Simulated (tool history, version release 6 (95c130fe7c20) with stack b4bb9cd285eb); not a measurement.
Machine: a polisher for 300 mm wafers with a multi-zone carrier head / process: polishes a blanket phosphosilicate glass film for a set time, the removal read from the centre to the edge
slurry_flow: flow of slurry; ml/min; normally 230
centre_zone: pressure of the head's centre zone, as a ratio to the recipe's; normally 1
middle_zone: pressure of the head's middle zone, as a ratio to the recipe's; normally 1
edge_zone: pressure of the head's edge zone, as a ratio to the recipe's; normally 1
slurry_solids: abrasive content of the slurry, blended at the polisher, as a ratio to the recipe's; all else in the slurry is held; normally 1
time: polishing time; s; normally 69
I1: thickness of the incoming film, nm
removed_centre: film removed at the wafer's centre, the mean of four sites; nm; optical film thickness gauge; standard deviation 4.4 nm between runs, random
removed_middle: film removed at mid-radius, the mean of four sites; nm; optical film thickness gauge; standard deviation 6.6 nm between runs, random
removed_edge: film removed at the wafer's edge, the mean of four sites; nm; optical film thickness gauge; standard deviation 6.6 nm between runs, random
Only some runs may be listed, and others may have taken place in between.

Run 1, hour 0: usual settings but centre_zone 0.96; I1 2282.4. Result: removed_centre 431 nm, removed_middle 446.1 nm, removed_edge 448.1 nm.
At hour 6.6: worn pad replaced by a new one.
Run 2, hour 10.8: usual settings; I1 2299.7. Result: removed_centre 448.7 nm, removed_middle 450.6 nm, removed_edge 437.8 nm.
Run 3, hour 26.5: usual settings; I1 2307.8. Result: removed_centre 444.7 nm, removed_middle 442.4 nm, removed_edge 450.9 nm.
Run 4, hour 38.1: usual settings; I1 2311.2. Result: removed_centre 437.2 nm, removed_middle 450.2 nm, removed_edge 425.7 nm.
Run 5, hour 45.8: usual settings but slurry_flow 190 ml/min, middle_zone 0.97, edge_zone 0.92, slurry_solids 0.9; I1 2300.2. Result: removed_centre 402.9 nm, removed_middle 402.5 nm, removed_edge 383.9 nm.
Run 6, hour 57.8: usual settings; I1 2276.5. Result: removed_centre 434.8 nm, removed_middle 453 nm, removed_edge 428.1 nm.
Run 7, hour 64.4: usual settings but slurry_flow 290 ml/min, edge_zone 0.91; I1 2280.3. Result: removed_centre 461.5 nm, removed_middle 467.4 nm, removed_edge 437.2 nm.
Run 8, hour 79.5: usual settings but centre_zone 1.05, middle_zone 0.89, edge_zone 0.96; I1 2260.2. Result: removed_centre 450.3 nm, removed_middle 401.1 nm, removed_edge 422.3 nm.
At hour 85: slurry nozzle cleaned.
Run 9, hour 88.3: usual settings but time 52 s; I1 2263.3. Result: removed_centre 342.3 nm, removed_middle 340.2 nm, removed_edge 329.8 nm.
Run 10, hour 103.2: usual settings; I1 2273. Result: removed_centre 453.2 nm, removed_middle 443.1 nm, removed_edge 448 nm.
Run 11, hour 111.4: usual settings but slurry_solids 0.8; I1 2293.1. Result: removed_centre 404.6 nm, removed_middle 389.7 nm, removed_edge 384.5 nm.
Run 12, hour 118.3: usual settings but centre_zone 0.96, slurry_solids 0.75, time 58 s; I1 2309.5. Result: removed_centre 314.3 nm, removed_middle 322.9 nm, removed_edge 307.5 nm.
At hour 123.9: centre zone pressure recalibrated.
At hour 131: worn pad replaced by a new one.
Run 13, hour 131.5: usual settings but slurry_solids 1.15, time 59 s; I1 2256. Result: removed_centre 417.5 nm, removed_middle 420.8 nm, removed_edge 407.7 nm.
At hour 135.4: edge zone pressure recalibrated.
Run 14, hour 135.9: usual settings; I1 2322.9. Result: removed_centre 461.5 nm, removed_middle 458.2 nm, removed_edge 445.6 nm.
Run 15, hour 183.6: usual settings but centre_zone 0.95, middle_zone 0.89, edge_zone 1.09, slurry_solids 1.2; I1 2253.9. Result: removed_centre 478.5 nm, removed_middle 451.5 nm, removed_edge 494.4 nm.
Run 16, hour 193.5: usual settings but centre_zone 1.04, slurry_solids 0.8; I1 2333.9. Result: removed_centre 414.1 nm, removed_middle 398.6 nm, removed_edge 391 nm.
Run 17, hour 200.4: usual settings but slurry_flow 305 ml/min, centre_zone 1.06; I1 2281.9. Result: removed_centre 494.1 nm, removed_middle 468.8 nm, removed_edge 448.3 nm.
Run 18, hour 213.4: usual settings but slurry_solids 1.1; I1 2280.4. Result: removed_centre 477.5 nm, removed_middle 476.3 nm, removed_edge 471 nm.
Run 19, hour 221.5: usual settings but centre_zone 0.93, middle_zone 1.04; I1 2286.7. Result: removed_centre 429.6 nm, removed_middle 480.8 nm, removed_edge 445.6 nm.
Run 20, hour 230.5: usual settings; I1 2289.8. Result: removed_centre 454.9 nm, removed_middle 464.4 nm, removed_edge 453.8 nm.
Run 21, hour 238.6: usual settings but slurry_flow 280 ml/min, slurry_solids 0.75; I1 2295.7. Result: removed_centre 394.5 nm, removed_middle 395.3 nm, removed_edge 384.2 nm.

Alternative continuations, all from the tool just after run 21; predict every row:
Run A, hour 239: usual settings; I1 2314.6. Result: removed_centre ?, removed_middle ?, removed_edge ?.
Run B, hour 239: usual settings but centre_zone 1.09, edge_zone 1.07, time 60 s; I1 2314.6. Result: removed_centre ?, removed_middle ?, removed_edge ?.
Run C, hour 239: usual settings but edge_zone 0.94; I1 2314.6. Result: removed_centre ?, removed_middle ?, removed_edge ?.
Run D, hour 239: usual settings but slurry_flow 200 ml/min, centre_zone 1.06, slurry_solids 1.15; I1 2314.6. Result: removed_centre ?, removed_middle ?, removed_edge ?.
Run E, hour 239: usual settings but slurry_flow 190 ml/min, slurry_solids 0.75; I1 2314.6. Result: removed_centre ?, removed_middle ?, removed_edge ?.

run  removed_centre  removed_middle  removed_edge
  A           454.4             447         429.3
  B           419.4           388.6         385.1
  C           454.4           447.1         417.5
  D           494.6           468.5         452.6
  E             370           365.4         353.8
Stripped of hidden state, with their random variation kept, the same runs would have yielded:
run  removed_centre  removed_middle  removed_edge
  A           458.6           450.8           432
  B           423.3           391.8         387.6
  C           458.6           450.8         420.2
  D           499.9           473.1         455.9
  E           374.3           369.1         356.4
